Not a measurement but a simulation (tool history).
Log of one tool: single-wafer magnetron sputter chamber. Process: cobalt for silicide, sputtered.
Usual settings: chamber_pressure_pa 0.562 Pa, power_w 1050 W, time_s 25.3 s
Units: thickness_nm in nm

run,hour,chamber_pressure_pa,power_w,time_s,"read-back reference wafer on the same gauge, thickness_nm",thickness_nm
1,0,0.562,1050,25.3,9.897,11.602
2,47.3,0.562,1050,25.3,9.903,11.579
# hour 105.1: sputter target and shields replaced
3,110.4,0.562,1050,25.3,9.896,11.896
4,182.3,0.562,1050,25.3,9.91,11.777
5,250.9,0.562,1050,25.3,9.9,11.663
6,275.4,0.562,1050,25.3,9.901,11.632
# hour 321: sputter target and shields replaced
7,321.5,0.478,1150,25.3,9.901,13.042
# hour 365.4: gauge calibrated
8,388,0.562,1050,23.5,9.895,10.957
9,427.6,0.562,1050,25.3,9.904,11.647
10,487.7,0.562,1050,25.3,9.892,11.665
# hour 517.6: sputter target and shields replaced
11,518.1,0.562,1050,25.3,9.897,11.894
# hour 553.5: magnet pack replaced
12,570.1,0.562,1050,25.3,9.902,11.787
# hour 604.2: capacitance manometer re-zeroed and calibrated
13,609.9,0.562,950,25.3,9.899,10.983
14,665.4,0.562,1050,25.3,9.892,11.583
15,704.4,0.758,1000,28.3,9.895,11.834
# hour 762.3: sputter target and shields replaced
16,762.8,0.45,850,21.2,9.895,8.927
17,783.2,0.701,900,21,9.898,8.478
18,888.9,0.756,900,29.7,9.9,11.727
# hour 959.4: sputter target and shields replaced
19,959.9,0.698,1250,22.3,9.901,11.569
20,1005.5,0.709,800,20.7,9.895,7.714
21,1050.1,0.562,1050,25.3,9.892,11.832
22,1099,0.503,1250,26.6,9.902,14.247

The same runs without the tool's hidden state, with the same run-to-run variation:
The hidden state here: deposition rate above that of a new target (%); true argon pressure above the setpoint (%); gauge reads high (%).
run,thickness_nm
1,11.88
2,11.932
3,11.925
4,11.918
5,11.911
6,11.919
7,13.064
8,11.072
9,11.832
10,11.946
11,11.914
12,11.888
13,11.135
14,11.831
15,12.151
16,8.931
17,8.504
18,11.929
19,11.581
20,7.768
21,11.985
22,14.527
